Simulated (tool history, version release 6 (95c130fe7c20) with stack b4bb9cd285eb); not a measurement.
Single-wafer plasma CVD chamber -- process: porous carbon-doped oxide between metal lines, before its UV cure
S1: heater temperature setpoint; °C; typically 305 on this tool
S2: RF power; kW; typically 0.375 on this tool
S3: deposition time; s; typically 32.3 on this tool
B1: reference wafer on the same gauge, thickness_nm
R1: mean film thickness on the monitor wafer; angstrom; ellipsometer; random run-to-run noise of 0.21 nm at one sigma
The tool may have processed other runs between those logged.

Run 1, hour 0.0: usual settings but S2 0.315 kW; B1 171.068. Result: R1 1238.44 angstrom.
Run 2, hour 14.7: usual settings but S2 0.315 kW; B1 170.882. Result: R1 1238.26 angstrom.
Run 3, hour 21.0: usual settings; B1 170.942. Result: R1 1362.44 angstrom.
Run 4, hour 37.7: usual settings; B1 170.953. Result: R1 1363.66 angstrom.
Run 5, hour 45.0: usual settings; B1 170.917. Result: R1 1363.36 angstrom.
Run 6, hour 57.2: usual settings but S3 30.6 s; B1 170.958. Result: R1 1292.59 angstrom.
Run 7, hour 66.8: usual settings but S3 30.6 s; B1 170.875. Result: R1 1288.84 angstrom.
Run 8, hour 81.3: usual settings but S3 30.6 s; B1 170.935. Result: R1 1291.21 angstrom.
Run 9, hour 91.6: usual settings; B1 171.076. Result: R1 1361.82 angstrom.
Run 10, hour 101.0: usual settings but S1 310 °C; B1 170.997. Result: R1 1328.84 angstrom.
At hour 120.1: showerhead replaced.
Run 11, hour 120.6: usual settings but S3 26.9 s; B1 170.971. Result: R1 1141.07 angstrom.
At hour 125.0: gauge calibrated.
At hour 128.8: thermocouple changed; heater temperature recalibrated.
At hour 160.8: RF generator calibrated.
Run 12, hour 161.3: usual settings but S1 294 °C, S2 0.345 kW, S3 34.6 s; B1 171.139. Result: R1 1527.11 angstrom.
Run 13, hour 167.3: usual settings but S3 29.2 s; B1 170.985. Result: R1 1284.96 angstrom.
Run 14, hour 184.5: usual settings but S1 315 °C, S2 0.445 kW, S3 27.2 s; B1 170.896. Result: R1 1257.53 angstrom.
Run 15, hour 193.7: usual settings; B1 171.049. Result: R1 1413.30 angstrom.
Run 16, hour 200.5: usual settings but S1 310 °C, S2 0.340 kW, S3 37.7 s; B1 171.007. Result: R1 1519.19 angstrom.
Run 17, hour 208.6: usual settings but S3 30.0 s; B1 171.028. Result: R1 1316.02 angstrom.
Run 18, hour 224.6: usual settings but S1 309 °C, S2 0.310 kW, S3 35.5 s; B1 170.975. Result: R1 1364.82 angstrom.
Run 19, hour 238.6: usual settings; B1 171.041. Result: R1 1409.64 angstrom.
Run 20, hour 254.9: usual settings; B1 171.035. Result: R1 1408.68 angstrom.
Run 21, hour 261.3: usual settings but S2 0.425 kW, S3 28.8 s; B1 170.965. Result: R1 1347.56 angstrom.

Predict each of these 3 candidate next runs independently; none follows another, all start after run 21:
Run A, hour 261.7: usual settings but S3 35.4 s; B1 ?. Result: R1 ?.
Run B, hour 261.7: usual settings but S1 296 °C, S2 0.400 kW; B1 ?. Result: R1 ?.
Run C, hour 261.7: usual settings but S1 296 °C, S2 0.335 kW, S3 26.2 s; B1 ?. Result: R1 ?.

run       B1       R1
  A  170.971  1538.55
  B  170.971  1526.91
  C  170.971  1128.79
Without the tool's unlogged condition, the same runs would have read:
run       R1
  A  1565.68
  B  1552.99
  C  1148.70
